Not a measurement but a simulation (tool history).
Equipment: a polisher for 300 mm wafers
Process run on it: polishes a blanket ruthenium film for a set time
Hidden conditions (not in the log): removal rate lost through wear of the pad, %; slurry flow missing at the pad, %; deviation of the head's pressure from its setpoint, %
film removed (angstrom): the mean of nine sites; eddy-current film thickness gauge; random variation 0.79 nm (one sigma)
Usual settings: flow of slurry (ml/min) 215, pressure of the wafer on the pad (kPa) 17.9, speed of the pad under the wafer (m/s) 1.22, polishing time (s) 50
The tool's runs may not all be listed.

run   hour  flow of slurry (ml/min)  pressure of the wafer on the pad (kPa)  speed of the pad under the wafer (m/s)  polishing time (s)  wafers since the last listed run  wafers polished on this pad  hours since the slurry nozzle was cleaned  hours since the head pressure was calibrated  incoming thickness of the incoming film, nm  film removed (angstrom)
  1    0.0                      215                                    17.9                                    1.22                  50                                 0                          297                                      647.0                                        1288.6                                        598.6                      886
  2   30.7                      165                                    20.0                                    1.22                  50                               446                          743                                      677.7                                        1319.3                                        591.6                      951
  3   84.4                      185                                    17.9                                    1.22                  50                               780                         1524                                      731.4                                        1373.0                                        612.0                      870
      99.2  -- worn pad replaced by a new one
  4  113.8                      215                                    17.9                                    1.22                  50                               369                          211                                      760.8                                        1402.4                                        605.4                      885
  5  185.4                      215                                    17.9                                    1.22                  50                              1040                         1252                                      832.4                                        1474.0                                        592.5                      884
     224.9  -- worn pad replaced by a new one
  6  225.4                      215                                    17.9                                    1.22                  50                               523                            7                                      872.4                                        1514.0                                        608.7                      866
  7  251.2                      215                                    17.9                                    1.22                  50                               375                          382                                      898.2                                        1539.8                                        606.7                      862
     272.9  -- slurry nozzle cleaned
     285.1  -- head pressure recalibrated
  8  285.6                      215                                    17.9                                    1.22                  50                               456                          838                                       12.7                                           0.5                                        591.7                      792
  9  331.9                      140                                    23.4                                    1.60                  63                               673                         1511                                       59.0                                          46.8                                        592.6                     1448
     347.2  -- worn pad replaced by a new one
 10  376.1                      255                                    15.9                                    1.04                  50                               584                          420                                      103.2                                          91.0                                        588.0                      615
 11  401.1                      185                                    14.5                                    1.22                  50                               363                          783                                      128.2                                         116.0                                        600.7                      601
     428.3  -- slurry nozzle cleaned, repeated, since the last time left the tool worse
 12  433.5                      270                                    20.0                                    1.10                  41                               456                         1240                                        5.2                                         148.4                                        598.2                      775
 13  461.4                      215                                    13.1                                    1.22                  55                               405                         1645                                       33.1                                         176.3                                        608.9                      732
     465.6  -- worn pad replaced by a new one
 14  532.5                      215                                    17.9                                    1.22                  50                               975                          972                                      104.2                                         247.4                                        599.7                      901
 15  588.9                      215                                    17.9                                    1.22                  50                               819                         1792                                      160.6                                         303.8                                        607.0                      916
     599.3  -- worn pad replaced by a new one
 16  660.2                      270                                    13.1                                    1.22                  50                               978                          885                                      231.9                                         375.1                                        602.2                      683
 17  689.0                      145                                    20.0                                    1.60                  50                               418                         1304                                      260.7                                         403.9                                        596.5                     1248

Branching from run 17: 5 alternative next runs. What would each branch give?
  A  689.4                      215                                    17.9                                    1.22                  58                                 5                         1310                                      261.1                                         404.3                                        591.4                        ?
  B  689.4                      215                                    23.4                                    1.22                  50                                 5                         1310                                      261.1                                         404.3                                        591.4                        ?
  C  689.4                      155                                    24.1                                    1.22                  50                                 5                         1310                                      261.1                                         404.3                                        591.4                        ?
  D  689.4                      215                                    17.9                                    0.86                  50                                 5                         1310                                      261.1                                         404.3                                        591.4                        ?
  E  689.4                      215                                    17.9                                    1.00                  61                                 5                         1310                                      261.1                                         404.3                                        591.4                        ?

run  film removed (angstrom)
  A                     1060
  B                     1195
  C                     1163
  D                      644
  E                      914
Without the tool's unlogged condition, the same runs would have read:
run  film removed (angstrom)
  A                     1064
  B                     1199
  C                     1169
  D                      646
  E                      917
